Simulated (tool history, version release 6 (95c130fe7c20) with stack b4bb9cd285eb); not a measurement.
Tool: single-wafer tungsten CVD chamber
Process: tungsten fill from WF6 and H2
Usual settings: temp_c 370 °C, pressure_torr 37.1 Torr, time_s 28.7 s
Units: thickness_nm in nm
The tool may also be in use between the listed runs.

run	hour	temp_c	pressure_torr	time_s	read-back reference wafer on the same gauge, thickness_nm	thickness_nm
1	0	370	37.1	28.7	58.999	47.359
2	20.9	370	37.1	28.7	59.028	47.222
3	41.1	370	37.1	28.7	58.949	47.452
4	69.6	370	37.1	28.7	58.97	47.129
5	94.1	370	37.1	28.7	58.97	47.207
6	111.6	370	37.1	28.7	58.976	47.224
7	158.8	370	37.1	28.7	58.99	46.671
# hour 189.4: capacitance manometer re-zeroed and calibrated
8	193.6	377	37.1	28.7	58.986	53.499
# hour 205.7: showerhead replaced
# hour 213.6: thermocouple changed; heater temperature recalibrated
# hour 220.4: gauge calibrated
9	222.7	363	37.1	25.4	58.997	40.246
10	279.9	370	37.1	28.7	58.985	52.307
11	314.8	380	31.5	27	58.995	53.399
12	403.5	370	37.1	28.7	58.995	50.495
13	436.3	362	37.1	25.1	59.002	38.028
14	469.6	362	42.3	25.6	59.065	41.339
15	486.9	365	37.1	28.7	58.963	45.809
16	516.2	370	30.3	28.7	58.975	45.724
17	545.7	380	31.5	27	58.937	52.282

Forecast each of these 4 alternatives for the next run:
A	546.1	370	37.1	28.7	?	?
B	546.1	362	37.1	28.7	?	?
C	546.1	360	34	34.4	?	?
D	546.1	370	43.1	34.1	?	?

run	read-back reference wafer on the same gauge, thickness_nm	thickness_nm
A	58.963	50.192
B	58.963	43.086
C	58.963	47.645
D	58.963	64.13
Without the tool's hidden state the same runs would have given:
run	thickness_nm
A	52.391
B	45.016
C	49.793
D	66.94

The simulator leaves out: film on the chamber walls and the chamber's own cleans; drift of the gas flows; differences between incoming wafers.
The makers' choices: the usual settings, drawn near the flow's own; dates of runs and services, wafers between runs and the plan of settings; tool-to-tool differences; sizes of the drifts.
